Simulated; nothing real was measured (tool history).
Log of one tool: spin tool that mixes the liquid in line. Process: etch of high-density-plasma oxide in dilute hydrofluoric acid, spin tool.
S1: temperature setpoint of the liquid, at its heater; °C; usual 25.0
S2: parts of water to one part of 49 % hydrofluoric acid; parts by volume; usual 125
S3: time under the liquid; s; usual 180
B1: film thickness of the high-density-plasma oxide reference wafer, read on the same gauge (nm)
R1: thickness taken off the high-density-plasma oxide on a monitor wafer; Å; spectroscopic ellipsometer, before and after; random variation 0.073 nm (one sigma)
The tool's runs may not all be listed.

| run | day | S1 | S2 | S3 | B1 | R1 |
|---|---|---|---|---|---|---|
| 1 | 0.000 | 25.0 | 145 | 260 | 80.01 | 92.5 |
| 2 | 3.242 | 25.0 | 145 | 260 | 79.98 | 90.5 |
| 3 | 5.608 | 25.0 | 125 | 180 | 80.01 | 75.4 |
| 4 | 10.000 | 25.0 | 125 | 180 | 79.99 | 75.1 |
| 5 | 13.712 | 25.0 | 125 | 210 | 80.00 | 86.0 |
| 6 | 15.804 | 25.0 | 125 | 210 | 80.00 | 85.7 |
| 7 | 20.038 | 21.0 | 105 | 180 | 80.02 | 75.5 |
| 8 | 21.675 | 21.0 | 105 | 180 | 80.00 | 77.2 |
|  | 22.062 | hydrofluoric acid flow meter replaced |
| 9 | 24.304 | 21.0 | 105 | 180 | 80.00 | 80.7 |
| 10 | 28.071 | 25.0 | 125 | 180 | 80.01 | 77.9 |
| 11 | 31.608 | 25.0 | 125 | 180 | 80.01 | 77.0 |
| 12 | 35.946 | 25.0 | 125 | 180 | 80.01 | 74.7 |
| 13 | 39.542 | 25.0 | 125 | 180 | 80.00 | 75.2 |
|  | 42.429 | gauge calibrated |
| 14 | 43.025 | 25.0 | 110 | 180 | 80.00 | 86.8 |
|  | 44.700 | hydrofluoric acid flow meter replaced |
|  | 45.300 | thermometer replaced |
| 15 | 47.096 | 29.0 | 155 | 245 | 79.99 | 95.7 |
| 16 | 49.071 | 20.5 | 100 | 285 | 80.00 | 131.6 |
| 17 | 52.650 | 25.0 | 125 | 180 | 80.00 | 77.5 |
| 18 | 56.338 | 25.0 | 125 | 210 | 80.00 | 89.2 |
| 19 | 58.096 | 25.0 | 125 | 180 | 80.00 | 76.4 |
| 20 | 66.225 | 25.0 | 155 | 260 | 80.02 | 83.3 |
|  | 68.342 | hydrofluoric acid flow meter replaced |
| 21 | 69.058 | 22.5 | 125 | 180 | 79.99 | 69.8 |
| 22 | 71.767 | 29.0 | 175 | 180 | 80.01 | 61.1 |
| 23 | 75.608 | 25.0 | 65 | 180 | 80.01 | 156.3 |
| 24 | 78.838 | 29.5 | 85 | 180 | 80.01 | 142.1 |
| 25 | 80.788 | 22.0 | 80 | 95 | 80.00 | 57.9 |
| 26 | 86.492 | 23.0 | 75 | 180 | 80.00 | 120.5 |
| 27 | 88.483 | 25.0 | 125 | 115 | 80.02 | 47.2 |
|  | 90.812 | hydrofluoric acid flow meter replaced |
| 28 | 91.788 | 25.0 | 70 | 140 | 80.00 | 114.5 |
| 29 | 96.025 | 25.0 | 125 | 180 | 80.00 | 77.4 |
| 30 | 97.542 | 25.0 | 145 | 260 | 80.00 | 93.3 |
| 31 | 110.771 | 21.5 | 125 | 180 | 80.01 | 65.0 |
|  | 114.142 | hydrofluoric acid flow meter replaced |
| 32 | 114.179 | 25.0 | 125 | 180 | 80.00 | 78.9 |

The tool's hidden state at each run:
liquid hotter than its thermometer reads (K): 0 in every run
gauge reads high (%): 0 in every run
H1: hydrofluoric acid flow below the setpoint (%)
| run | H1 |
|---|---|
| 1 | 1.92 |
| 2 | 2.55 |
| 3 | 3.02 |
| 4 | 3.88 |
| 5 | 4.6 |
| 6 | 5.01 |
| 7 | 5.84 |
| 8 | 6.16 |
| 9 | 0.677 |
| 10 | 1.41 |
| 11 | 2.11 |
| 12 | 2.96 |
| 13 | 3.66 |
| 14 | 4.34 |
| 15 | 0.663 |
| 16 | 1.05 |
| 17 | 1.75 |
| 18 | 2.47 |
| 19 | 2.82 |
| 20 | 4.41 |
| 21 | 0.598 |
| 22 | 1.13 |
| 23 | 1.88 |
| 24 | 2.51 |
| 25 | 2.89 |
| 26 | 4.01 |
| 27 | 4.4 |
| 28 | 0.53 |
| 29 | 1.36 |
| 30 | 1.66 |
| 31 | 4.25 |
| 32 | 0.745 |
